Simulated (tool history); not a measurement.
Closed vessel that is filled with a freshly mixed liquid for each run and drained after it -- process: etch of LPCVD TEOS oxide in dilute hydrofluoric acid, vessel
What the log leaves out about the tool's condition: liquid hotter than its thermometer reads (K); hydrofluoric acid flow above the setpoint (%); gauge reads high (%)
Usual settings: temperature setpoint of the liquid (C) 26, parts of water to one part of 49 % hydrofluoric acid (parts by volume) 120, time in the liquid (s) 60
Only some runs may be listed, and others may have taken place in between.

| run | hour | temperature setpoint of the liquid (C) | parts of water to one part of 49 % hydrofluoric acid (parts by volume) | time in the liquid (s) | wafers since the last listed run | hours since the thermometer was replaced | hours since the hydrofluoric acid flow meter was replaced | hours since the gauge calibration | read-back film thickness of the LPCVD TEOS oxide reference wafer, read on the same gauge (nm) | thickness taken off the LPCVD TEOS oxide on a monitor wafer (angstrom) |
|---|---|---|---|---|---|---|---|---|---|---|
| 1 | 0 | 27.5 | 120 | 85 | 0 | 2297.7 | 2357.2 | 44.1 | 80 | 152.1 |
| 2 | 11.3 | 27.5 | 120 | 85 | 1421 | 2309 | 2368.5 | 55.4 | 80 | 151.7 |
| 3 | 24.6 | 27.5 | 120 | 85 | 1673 | 2322.3 | 2381.8 | 68.7 | 79.99 | 153.5 |
| 4 | 38.2 | 26 | 120 | 40 | 1710 | 2335.9 | 2395.4 | 82.3 | 80.01 | 67.5 |
| 5 | 46.3 | 26 | 120 | 40 | 1018 | 2344 | 2403.5 | 90.4 | 80.01 | 67.4 |
| 6 | 63.9 | 26 | 120 | 40 | 2213 | 2361.6 | 2421.1 | 108 | 80 | 67.8 |
| 7 | 72.2 | 26 | 75 | 60 | 1044 | 2369.9 | 2429.4 | 116.3 | 80 | 171.4 |
| 8 | 88.9 | 26 | 75 | 60 | 2100 | 2386.6 | 2446.1 | 133 | 80 | 171.1 |
| 9 | 106.2 | 26 | 95 | 60 | 2176 | 2403.9 | 2463.4 | 150.3 | 80.01 | 132 |
| 10 | 113.1 | 26 | 120 | 60 | 867 | 2410.8 | 2470.3 | 157.2 | 80.02 | 100.6 |
| 11 | 125.4 | 26 | 120 | 60 | 1547 | 2423.1 | 2482.6 | 169.5 | 79.98 | 101.3 |
| 12 | 131.8 | 26 | 120 | 60 | 805 | 2429.5 | 2489 | 175.9 | 80 | 100.5 |
| 13 | 139.7 | 26 | 120 | 60 | 993 | 2437.4 | 2496.9 | 183.8 | 80.03 | 100.9 |
| 14 | 149.4 | 26 | 120 | 60 | 1220 | 2447.1 | 2506.6 | 193.5 | 79.99 | 102 |
|  | 163 | hydrofluoric acid flow meter replaced |
| 15 | 166.1 | 26 | 165 | 95 | 1974 | 2463.8 | 3.1 | 210.2 | 80.01 | 109.7 |
|  | 168.1 | thermometer replaced |
| 16 | 176.9 | 30 | 120 | 60 | 1232 | 8.8 | 13.9 | 221 | 80 | 117.1 |
| 17 | 193.2 | 24.5 | 120 | 60 | 2050 | 25.1 | 30.2 | 237.3 | 80 | 96.3 |
| 18 | 201.5 | 26 | 120 | 60 | 1044 | 33.4 | 38.5 | 245.6 | 80 | 100.1 |
| 19 | 214.8 | 23 | 85 | 35 | 1673 | 46.7 | 51.8 | 258.9 | 80 | 77.3 |
| 20 | 227.2 | 22 | 120 | 60 | 1559 | 59.1 | 64.2 | 271.3 | 79.99 | 86.5 |
| 21 | 235.5 | 26 | 120 | 60 | 1044 | 67.4 | 72.5 | 279.6 | 79.99 | 102.1 |
|  | 238.1 | gauge calibrated |
| 22 | 249.9 | 26 | 120 | 45 | 1811 | 81.8 | 86.9 | 11.8 | 79.99 | 75.9 |
| 23 | 264.6 | 22 | 120 | 30 | 1849 | 96.5 | 101.6 | 26.5 | 80 | 42.9 |
| 24 | 273.6 | 26 | 120 | 60 | 1132 | 105.5 | 110.6 | 35.5 | 79.99 | 101.2 |
| 25 | 283 | 26 | 160 | 40 | 1182 | 114.9 | 120 | 44.9 | 79.99 | 48.4 |

What will run 26 give?
| 26 | 290 | 26 | 120 | 60 | 880 | 121.9 | 127 | 51.9 | ? | ? |

For run 26 the tool returned read-back film thickness of the LPCVD TEOS oxide reference wafer, read on the same gauge (nm) 79.99, thickness taken off the LPCVD TEOS oxide on a monitor wafer (angstrom) 101.1.
Had the tool carried no hidden state, the very same run would have given thickness taken off the LPCVD TEOS oxide on a monitor wafer (angstrom) 101.1.
